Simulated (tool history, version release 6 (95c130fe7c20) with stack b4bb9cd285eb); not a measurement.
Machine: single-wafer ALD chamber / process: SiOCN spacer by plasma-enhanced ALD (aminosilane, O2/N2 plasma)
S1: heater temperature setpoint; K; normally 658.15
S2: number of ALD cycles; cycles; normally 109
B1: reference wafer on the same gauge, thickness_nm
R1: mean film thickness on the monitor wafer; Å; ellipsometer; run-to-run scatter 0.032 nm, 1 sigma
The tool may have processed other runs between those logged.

{"run": 1, "hour": 0.0, "S1": 658.15, "S2": 94, "B1": 6.257, "R1": 60}
{"run": 2, "hour": 94.1, "S1": 658.15, "S2": 94, "B1": 6.261, "R1": 60.04}
{"hour": 135.3, "done": "thermocouple changed; heater temperature recalibrated"}
{"run": 3, "hour": 140.8, "S1": 658.15, "S2": 109, "B1": 6.263, "R1": 69.54}
{"run": 4, "hour": 230.0, "S1": 658.15, "S2": 109, "B1": 6.272, "R1": 69.79}
{"run": 5, "hour": 311.2, "S1": 658.15, "S2": 109, "B1": 6.282, "R1": 69.8}
{"run": 6, "hour": 405.1, "S1": 658.15, "S2": 109, "B1": 6.299, "R1": 69.7}
{"run": 7, "hour": 461.6, "S1": 658.15, "S2": 109, "B1": 6.304, "R1": 69.87}
{"run": 8, "hour": 510.7, "S1": 658.15, "S2": 114, "B1": 6.303, "R1": 73.84}
{"run": 9, "hour": 602.7, "S1": 658.15, "S2": 114, "B1": 6.322, "R1": 73.12}
{"run": 10, "hour": 648.8, "S1": 658.15, "S2": 114, "B1": 6.318, "R1": 72.74}
{"run": 11, "hour": 685.1, "S1": 658.15, "S2": 109, "B1": 6.324, "R1": 69.8}
{"run": 12, "hour": 753.5, "S1": 658.15, "S2": 109, "B1": 6.336, "R1": 70.69}
{"run": 13, "hour": 960.4, "S1": 661.15, "S2": 126, "B1": 6.357, "R1": 81.25}
{"run": 14, "hour": 1004.6, "S1": 661.15, "S2": 126, "B1": 6.362, "R1": 81.8}
{"hour": 1055.4, "done": "gauge calibrated"}
{"run": 15, "hour": 1086.2, "S1": 661.15, "S2": 126, "B1": 6.214, "R1": 79.28}
{"run": 16, "hour": 1126.5, "S1": 658.15, "S2": 109, "B1": 6.227, "R1": 69.57}
{"run": 17, "hour": 1162.9, "S1": 658.15, "S2": 109, "B1": 6.225, "R1": 69.24}
{"run": 18, "hour": 1210.4, "S1": 658.15, "S2": 109, "B1": 6.233, "R1": 69.25}
{"run": 19, "hour": 1252.1, "S1": 651.15, "S2": 99, "B1": 6.239, "R1": 62.8}
{"run": 20, "hour": 1300.4, "S1": 658.15, "S2": 109, "B1": 6.238, "R1": 69.34}
{"run": 21, "hour": 1341.0, "S1": 666.15, "S2": 88, "B1": 6.247, "R1": 55.64}
{"run": 22, "hour": 1423.6, "S1": 653.15, "S2": 101, "B1": 6.259, "R1": 64.51}
{"run": 23, "hour": 1643.1, "S1": 658.15, "S2": 109, "B1": 6.285, "R1": 69.54}

For run 24, what comes out?
{"run": 24, "hour": 1707.0, "S1": 658.15, "S2": 121, "B1": "?", "R1": "?"}

B1: 6.291
R1: 77.74 Å
Minus the tool's unlogged condition, the same run would have read R1 76.92 Å.
